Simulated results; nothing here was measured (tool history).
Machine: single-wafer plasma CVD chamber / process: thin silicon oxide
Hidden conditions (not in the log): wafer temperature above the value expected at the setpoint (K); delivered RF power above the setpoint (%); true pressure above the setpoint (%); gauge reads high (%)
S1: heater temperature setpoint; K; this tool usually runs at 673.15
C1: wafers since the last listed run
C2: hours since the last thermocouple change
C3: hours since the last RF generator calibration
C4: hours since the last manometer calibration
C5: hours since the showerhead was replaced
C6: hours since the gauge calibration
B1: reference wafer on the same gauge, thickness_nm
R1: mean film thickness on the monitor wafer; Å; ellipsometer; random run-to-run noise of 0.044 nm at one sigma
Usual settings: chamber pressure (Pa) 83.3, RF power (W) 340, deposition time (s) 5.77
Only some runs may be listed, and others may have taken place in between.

run 1 hour=0.0 | S1=673.15 chamber_pressure_(Pa)=78.3 RF_power_(W)=340 deposition_time_(s)=4.91 | C1=0 C2=863.5 C3=2261.6 C4=972.0 C5=6281.4 C6=427.3 | B1=10.635 | R1=71.75
run 2 hour=18.7 | S1=673.15 chamber_pressure_(Pa)=71.1 RF_power_(W)=340 deposition_time_(s)=5.77 | C1=361 C2=882.2 C3=2280.3 C4=990.7 C5=6300.1 C6=446.0 | B1=10.634 | R1=77.18
run 3 hour=37.9 | S1=673.15 chamber_pressure_(Pa)=71.1 RF_power_(W)=340 deposition_time_(s)=5.77 | C1=370 C2=901.4 C3=2299.5 C4=1009.9 C5=6319.3 C6=465.2 | B1=10.648 | R1=76.48
run 4 hour=66.3 | S1=673.15 chamber_pressure_(Pa)=83.3 RF_power_(W)=340 deposition_time_(s)=5.77 | C1=548 C2=929.8 C3=2327.9 C4=1038.3 C5=6347.7 C6=493.6 | B1=10.652 | R1=89.71
run 5 hour=88.6 | S1=673.15 chamber_pressure_(Pa)=83.3 RF_power_(W)=340 deposition_time_(s)=5.77 | C1=430 C2=952.1 C3=2350.2 C4=1060.6 C5=6370.0 C6=515.9 | B1=10.647 | R1=89.68
run 6 hour=123.9 | S1=673.15 chamber_pressure_(Pa)=83.3 RF_power_(W)=340 deposition_time_(s)=5.77 | C1=681 C2=987.4 C3=2385.5 C4=1095.9 C5=6405.3 C6=551.2 | B1=10.638 | R1=89.79
-- hour=139.0 gauge calibrated
run 7 hour=148.7 | S1=673.15 chamber_pressure_(Pa)=83.3 RF_power_(W)=340 deposition_time_(s)=5.77 | C1=479 C2=1012.2 C3=2410.3 C4=1120.7 C5=6430.1 C6=9.7 | B1=10.644 | R1=89.14
run 8 hour=164.6 | S1=673.15 chamber_pressure_(Pa)=83.3 RF_power_(W)=340 deposition_time_(s)=5.77 | C1=307 C2=1028.1 C3=2426.2 C4=1136.6 C5=6446.0 C6=25.6 | B1=10.640 | R1=89.64
run 9 hour=192.2 | S1=673.15 chamber_pressure_(Pa)=83.3 RF_power_(W)=340 deposition_time_(s)=5.77 | C1=533 C2=1055.7 C3=2453.8 C4=1164.2 C5=6473.6 C6=53.2 | B1=10.630 | R1=89.51
run 10 hour=217.2 | S1=673.15 chamber_pressure_(Pa)=83.3 RF_power_(W)=340 deposition_time_(s)=5.77 | C1=482 C2=1080.7 C3=2478.8 C4=1189.2 C5=6498.6 C6=78.2 | B1=10.637 | R1=88.83
run 11 hour=240.2 | S1=663.15 chamber_pressure_(Pa)=83.3 RF_power_(W)=340 deposition_time_(s)=5.77 | C1=444 C2=1103.7 C3=2501.8 C4=1212.2 C5=6521.6 C6=101.2 | B1=10.641 | R1=90.13
run 12 hour=256.5 | S1=673.15 chamber_pressure_(Pa)=69.6 RF_power_(W)=320 deposition_time_(s)=5.21 | C1=314 C2=1120.0 C3=2518.1 C4=1228.5 C5=6537.9 C6=117.5 | B1=10.643 | R1=65.08
run 13 hour=274.8 | S1=679.15 chamber_pressure_(Pa)=83.3 RF_power_(W)=365 deposition_time_(s)=6.12 | C1=353 C2=1138.3 C3=2536.4 C4=1246.8 C5=6556.2 C6=135.8 | B1=10.635 | R1=97.99
-- hour=286.2 capacitance manometer re-zeroed and calibrated
run 14 hour=297.1 | S1=673.15 chamber_pressure_(Pa)=69.2 RF_power_(W)=340 deposition_time_(s)=5.77 | C1=276 C2=1160.6 C3=2558.7 C4=10.9 C5=6578.5 C6=158.1 | B1=10.632 | R1=81.45
-- hour=310.9 thermocouple changed; heater temperature recalibrated
run 15 hour=321.6 | S1=681.15 chamber_pressure_(Pa)=83.3 RF_power_(W)=310 deposition_time_(s)=5.77 | C1=318 C2=10.7 C3=2583.2 C4=35.4 C5=6603.0 C6=182.6 | B1=10.636 | R1=89.96
-- hour=349.6 RF generator calibrated
run 16 hour=350.1 | S1=673.15 chamber_pressure_(Pa)=83.3 RF_power_(W)=375 deposition_time_(s)=5.77 | C1=396 C2=39.2 C3=0.5 C4=63.9 C5=6631.5 C6=211.1 | B1=10.641 | R1=101.99
run 17 hour=370.9 | S1=673.15 chamber_pressure_(Pa)=71.1 RF_power_(W)=340 deposition_time_(s)=5.77 | C1=401 C2=60.0 C3=21.3 C4=84.7 C5=6652.3 C6=231.9 | B1=10.640 | R1=83.46
-- hour=385.5 showerhead replaced
run 18 hour=389.2 | S1=673.15 chamber_pressure_(Pa)=83.3 RF_power_(W)=340 deposition_time_(s)=5.77 | C1=198 C2=78.3 C3=39.6 C4=103.0 C5=3.7 C6=250.2 | B1=10.636 | R1=95.16
run 19 hour=411.6 | S1=685.15 chamber_pressure_(Pa)=83.3 RF_power_(W)=340 deposition_time_(s)=5.77 | C1=432 C2=100.7 C3=62.0 C4=125.4 C5=26.1 C6=272.6 | B1=10.637 | R1=95.47
run 20 hour=440.5 | S1=673.15 chamber_pressure_(Pa)=73.3 RF_power_(W)=340 deposition_time_(s)=5.77 | C1=558 C2=129.6 C3=90.9 C4=154.3 C5=55.0 C6=301.5 | B1=10.631 | R1=85.25
-- hour=454.7 capacitance manometer re-zeroed and calibrated, repeated, since the last time left the tool worse
run 21 hour=526.6 | S1=673.15 chamber_pressure_(Pa)=83.3 RF_power_(W)=340 deposition_time_(s)=5.77 | C1=1508 C2=215.7 C3=177.0 C4=71.9 C5=141.1 C6=387.6 | B1=10.628 | R1=91.20
run 22 hour=551.5 | S1=673.15 chamber_pressure_(Pa)=83.3 RF_power_(W)=340 deposition_time_(s)=5.77 | C1=481 C2=240.6 C3=201.9 C4=96.8 C5=166.0 C6=412.5 | B1=10.644 | R1=91.17
run 23 hour=572.9 | S1=666.15 chamber_pressure_(Pa)=83.3 RF_power_(W)=315 deposition_time_(s)=6.25 | C1=413 C2=262.0 C3=223.3 C4=118.2 C5=187.4 C6=433.9 | B1=10.662 | R1=94.91
run 24 hour=604.1 | S1=673.15 chamber_pressure_(Pa)=83.3 RF_power_(W)=340 deposition_time_(s)=5.77 | C1=602 C2=293.2 C3=254.5 C4=149.4 C5=218.6 C6=465.1 | B1=10.635 | R1=90.94
run 25 hour=621.0 | S1=664.15 chamber_pressure_(Pa)=70.1 RF_power_(W)=365 deposition_time_(s)=5.04 | C1=326 C2=310.1 C3=271.4 C4=166.3 C5=235.5 C6=482.0 | B1=10.643 | R1=70.64
run 26 hour=636.5 | S1=668.15 chamber_pressure_(Pa)=83.3 RF_power_(W)=340 deposition_time_(s)=6.43 | C1=299 C2=325.6 C3=286.9 C4=181.8 C5=251.0 C6=497.5 | B1=10.649 | R1=102.40
-- hour=645.7 gauge calibrated
run 27 hour=650.0 | S1=661.15 chamber_pressure_(Pa)=83.3 RF_power_(W)=405 deposition_time_(s)=4.91 | C1=260 C2=339.1 C3=300.4 C4=195.3 C5=264.5 C6=4.3 | B1=10.626 | R1=85.73
run 28 hour=665.4 | S1=673.15 chamber_pressure_(Pa)=74.4 RF_power_(W)=390 deposition_time_(s)=4.71 | C1=297 C2=354.5 C3=315.8 C4=210.7 C5=279.9 C6=19.7 | B1=10.650 | R1=72.64
run 29 hour=698.4 | S1=683.15 chamber_pressure_(Pa)=83.3 RF_power_(W)=340 deposition_time_(s)=6.89 | C1=637 C2=387.5 C3=348.8 C4=243.7 C5=312.9 C6=52.7 | B1=10.655 | R1=107.94

Each row is a separate what-if for the run after 29, all from the same tool condition, not one after another. Results?
run A hour=698.8 | S1=673.15 chamber_pressure_(Pa)=83.3 RF_power_(W)=340 deposition_time_(s)=5.77 | C1=7 C2=387.9 C3=349.2 C4=244.1 C5=313.3 C6=53.1 | B1=? | R1=?
run B hour=698.8 | S1=678.15 chamber_pressure_(Pa)=103.7 RF_power_(W)=340 deposition_time_(s)=6.12 | C1=7 C2=387.9 C3=349.2 C4=244.1 C5=313.3 C6=53.1 | B1=? | R1=?
run C hour=698.8 | S1=673.15 chamber_pressure_(Pa)=83.3 RF_power_(W)=340 deposition_time_(s)=6.55 | C1=7 C2=387.9 C3=349.2 C4=244.1 C5=313.3 C6=53.1 | B1=? | R1=?

run=A B1=10.645 R1=90.54
run=B B1=10.645 R1=117.50
run=C B1=10.645 R1=102.76
Take away the tool's hidden state, keep each run's random variation, and the runs would have read:
run=A R1=91.22
run=B R1=118.28
run=C R1=103.53

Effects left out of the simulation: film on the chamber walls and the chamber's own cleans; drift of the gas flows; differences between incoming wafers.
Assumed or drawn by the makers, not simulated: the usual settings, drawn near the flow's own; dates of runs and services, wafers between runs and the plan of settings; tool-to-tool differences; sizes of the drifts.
